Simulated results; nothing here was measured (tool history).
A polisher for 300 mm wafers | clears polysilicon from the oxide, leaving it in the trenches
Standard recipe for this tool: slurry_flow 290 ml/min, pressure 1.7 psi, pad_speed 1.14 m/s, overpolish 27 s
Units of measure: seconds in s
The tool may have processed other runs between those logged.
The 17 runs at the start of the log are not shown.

run    hour  slurry_flow  pressure  pad_speed  overpolish  wafers since the last listed run  wafers polished on this pad  hours since the slurry nozzle was cleaned  hours since the head pressure was calibrated  incoming thickness of the incoming film, nm  seconds
     1094.7  -- slurry nozzle cleaned
 18  1129.8          225       1.7       1.14          27                              1307                         2448                                       35.1                                         471.3                                        643.7     78.5
     1141.7  -- worn pad replaced by a new one
 19  1184.8          290       1.5       1.32          27                               348                          294                                       90.1                                         526.3                                        651.0     73.0
 20  1248.9          290       1.7       0.78          27                               437                          731                                      154.2                                         590.4                                        651.2    102.8
 21  1285.9          290       1.7       1.14          27                               252                          984                                      191.2                                         627.4                                        651.7     76.5
     1308.1  -- head pressure recalibrated
 22  1320.3          230       2.0       1.14          33                               221                         1205                                      225.6                                          12.2                                        646.1     68.9
 23  1345.5          195       1.4       1.14          41                               172                         1377                                      250.8                                          37.4                                        660.6     94.4
 24  1399.3          290       1.7       1.14          34                               367                         1744                                      304.6                                          91.2                                        651.5     78.8
 25  1441.4          290       1.7       1.14          27                               287                         2032                                      346.7                                         133.3                                        654.4     75.8
 26  1487.1          290       2.1       1.14          12                               311                         2344                                      392.4                                         179.0                                        664.5     67.3
     1525.3  -- worn pad replaced by a new one
 27  1612.9          290       1.7       1.50          13                               831                          598                                      518.2                                         304.8                                        647.4     59.8
     1631.7  -- slurry nozzle cleaned
 28  1698.7          190       2.1       1.40          21                               578                         1177                                       67.0                                         390.6                                        644.3     56.0

Estimate the outcome of run 29 from the log above:
 29  1735.4          290       1.7       1.14          27                               250                         1427                                      103.7                                         427.3                                        646.8        ?

Logged for run 29: seconds 76.0 s.
Take away the tool's hidden state, keep the run-to-run variation as it was, and the same run would have given seconds 71.4 s.
